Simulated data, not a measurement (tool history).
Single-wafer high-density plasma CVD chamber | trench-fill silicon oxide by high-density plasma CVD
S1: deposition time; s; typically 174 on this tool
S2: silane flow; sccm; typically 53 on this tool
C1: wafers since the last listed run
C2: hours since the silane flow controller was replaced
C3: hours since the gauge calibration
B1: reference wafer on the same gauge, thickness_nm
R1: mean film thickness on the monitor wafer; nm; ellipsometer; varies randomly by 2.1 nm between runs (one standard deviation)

run 1 hour=0 | S1=174 S2=53 | C1=0 C2=3434.7 C3=38.1 | B1=842.084 | R1=894.096
run 2 hour=16.9 | S1=174 S2=53 | C1=93 C2=3451.6 C3=55 | B1=843.369 | R1=890.946
run 3 hour=47 | S1=174 S2=53 | C1=167 C2=3481.7 C3=85.1 | B1=844.732 | R1=896.816
run 4 hour=69.3 | S1=174 S2=53 | C1=123 C2=3504 C3=107.4 | B1=845.196 | R1=892.69
run 5 hour=101.8 | S1=174 S2=46 | C1=180 C2=3536.5 C3=139.9 | B1=845.712 | R1=778.562
run 6 hour=126.9 | S1=174 S2=46 | C1=139 C2=3561.6 C3=165 | B1=846.803 | R1=778.777
run 7 hour=147.8 | S1=174 S2=46 | C1=116 C2=3582.5 C3=185.9 | B1=846.511 | R1=782.267
run 8 hour=182.3 | S1=163 S2=57 | C1=191 C2=3617 C3=220.4 | B1=847.337 | R1=904.367
-- hour=235.4 gauge calibrated
-- hour=253.3 silane flow controller replaced
run 9 hour=268.1 | S1=164 S2=53 | C1=432 C2=14.8 C3=32.7 | B1=843.08 | R1=838.81
run 10 hour=298.1 | S1=174 S2=53 | C1=166 C2=44.8 C3=62.7 | B1=844.732 | R1=898.322
run 11 hour=312.3 | S1=154 S2=44 | C1=78 C2=59 C3=76.9 | B1=844.958 | R1=658.784
run 12 hour=343.1 | S1=163 S2=57 | C1=171 C2=89.8 C3=107.7 | B1=846.549 | R1=902.594
run 13 hour=368.6 | S1=158 S2=53 | C1=141 C2=115.3 C3=133.2 | B1=847.441 | R1=814.1
run 14 hour=386.4 | S1=207 S2=50 | C1=98 C2=133.1 C3=151 | B1=848.206 | R1=1008.098

Here are 5 independent what-if runs from the current tool condition. What would each one return?
run A hour=386.8 | S1=174 S2=53 | C1=2 C2=133.5 C3=151.4 | B1=? | R1=?
run B hour=386.8 | S1=174 S2=49 | C1=2 C2=133.5 C3=151.4 | B1=? | R1=?
run C hour=386.8 | S1=195 S2=43 | C1=2 C2=133.5 C3=151.4 | B1=? | R1=?
run D hour=386.8 | S1=156 S2=59 | C1=2 C2=133.5 C3=151.4 | B1=? | R1=?
run E hour=386.8 | S1=201 S2=50 | C1=2 C2=133.5 C3=151.4 | B1=? | R1=?

run=A B1=847.259 R1=896.221
run=B B1=847.259 R1=828.581
run=C B1=847.259 R1=814.878
run=D B1=847.259 R1=894.471
run=E B1=847.259 R1=976.688
Without the tool's unlogged condition, the same runs would have read:
run=A R1=886.91
run=B R1=819.973
run=C R1=806.413
run=D R1=885.179
run=E R1=966.541
